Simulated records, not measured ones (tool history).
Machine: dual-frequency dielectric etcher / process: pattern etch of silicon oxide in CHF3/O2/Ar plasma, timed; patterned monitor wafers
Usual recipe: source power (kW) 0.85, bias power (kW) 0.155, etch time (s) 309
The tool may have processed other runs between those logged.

run,hour,source power (kW),bias power (kW),etch time (s),"read-back reference wafer on the same gauge, depth_nm",mean etch depth across the wafer (nm)
1,0,0.85,0.155,247.5,611.7,524
2,23.9,0.85,0.155,309,612,655.8
3,42.5,0.85,0.155,309,611.6,657.7
4,74.4,0.85,0.155,309,611.6,655.3
5,95.1,0.85,0.135,309,611.7,613.6
6,113.7,0.85,0.144,309,612.2,633.2
7,128.7,0.85,0.144,309,611.6,629.2
8,147.8,0.85,0.144,309,611.5,635
# hour 178.3: wet clean of the chamber
9,178.8,0.85,0.155,309,612,656.2
10,182.2,0.85,0.155,309,612.5,652.7
11,217.7,0.85,0.155,309,612.7,657.4
12,245.2,0.85,0.155,309,612.2,656.7
13,269.7,0.85,0.155,309,611.9,653.7
# hour 290.2: bias power generator calibrated
# hour 297.3: source power generator calibrated
14,304.3,0.7,0.155,309,611.9,591.1
# hour 315.3: gauge calibrated
15,323.4,0.85,0.155,309,612.3,655.1
16,358.1,0.69,0.129,227.5,612.7,393.5
# hour 397.3: upper electrode replaced
17,397.8,0.99,0.134,372,612.6,793
18,404.7,0.77,0.136,401,611.4,756.4
19,440.4,0.85,0.166,360,611.3,787.7
20,459.9,0.85,0.155,309,612.5,651.2
21,477.5,0.85,0.155,378.5,612.4,801.3
22,506.3,1.02,0.19,309,612.8,788.8
# hour 535.4: wet clean of the chamber
23,535.9,1.01,0.172,399,611.8,969
24,562.6,0.85,0.131,248.5,612.2,486.6
25,595.6,0.85,0.155,343,612.6,728.3
26,630.7,0.73,0.155,309,612.8,603.3
27,657.9,0.68,0.155,309,611.6,581.5
28,683.8,0.85,0.155,309,612.1,657.1
29,719.1,1.03,0.184,228,611.6,577

Each row is a separate what-if for the run after 29, all from the same tool condition, not one after another. Results?
A,719.6,0.85,0.155,309,?,?
B,719.6,1.01,0.129,309,?,?
C,719.6,0.7,0.184,243,?,?
D,719.6,0.85,0.17,309,?,?

run,"read-back reference wafer on the same gauge, depth_nm",mean etch depth across the wafer (nm)
A,611.5,654.8
B,611.5,656.7
C,611.5,502.5
D,611.5,683.5
The same runs, with their run-to-run variation unchanged, on a tool lacking any hidden condition would have given:
run,mean etch depth across the wafer (nm)
A,654.8
B,656.7
C,502.5
D,683.5

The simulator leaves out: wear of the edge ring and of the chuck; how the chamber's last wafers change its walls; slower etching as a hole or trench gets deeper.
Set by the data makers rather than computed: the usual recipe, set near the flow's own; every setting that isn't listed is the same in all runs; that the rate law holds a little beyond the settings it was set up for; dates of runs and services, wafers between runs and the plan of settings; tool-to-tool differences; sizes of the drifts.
